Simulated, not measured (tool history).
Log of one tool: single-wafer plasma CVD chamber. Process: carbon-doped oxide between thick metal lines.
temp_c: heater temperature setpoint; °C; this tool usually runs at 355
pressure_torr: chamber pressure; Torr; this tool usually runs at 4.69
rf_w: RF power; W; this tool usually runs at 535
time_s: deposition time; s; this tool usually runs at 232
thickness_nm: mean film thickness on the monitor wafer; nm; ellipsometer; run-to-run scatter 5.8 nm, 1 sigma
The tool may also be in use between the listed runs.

run	hour	temp_c	pressure_torr	rf_w	time_s	read-back reference wafer on the same gauge, thickness_nm	thickness_nm
1	0.0	355	4.69	535	232	1140.487	1235.458
2	52.3	355	4.69	535	232	1139.898	1233.887
3	106.4	355	4.69	535	232	1139.594	1231.674
4	158.5	355	4.69	535	232	1140.177	1233.012
5	205.2	355	4.23	535	232	1140.848	1216.148
6	247.6	355	4.23	535	232	1140.281	1218.487
# hour 290.7: gauge calibrated
7	304.9	355	4.23	535	232	1140.023	1209.504
8	359.2	355	4.69	535	232	1139.226	1225.800
# hour 374.7: showerhead replaced
9	400.7	355	4.69	535	232	1140.750	1221.063
10	457.9	355	4.69	535	232	1139.559	1215.755
11	508.7	355	4.69	535	232	1140.505	1225.529
# hour 552.9: capacitance manometer re-zeroed and calibrated
# hour 553.6: RF generator calibrated
12	554.1	366	4.69	535	264	1139.950	1455.162

Run 13 is up next; what results do you expect?
# hour 579.2: thermocouple changed; heater temperature recalibrated
13	590.4	355	5.44	610	232	?	?

Run 13 yielded read-back reference wafer on the same gauge, thickness_nm 1139.964, thickness_nm 1442.279 nm.
If the tool had no hidden condition, the same run with the same run-to-run variation would have returned thickness_nm 1447.298 nm.
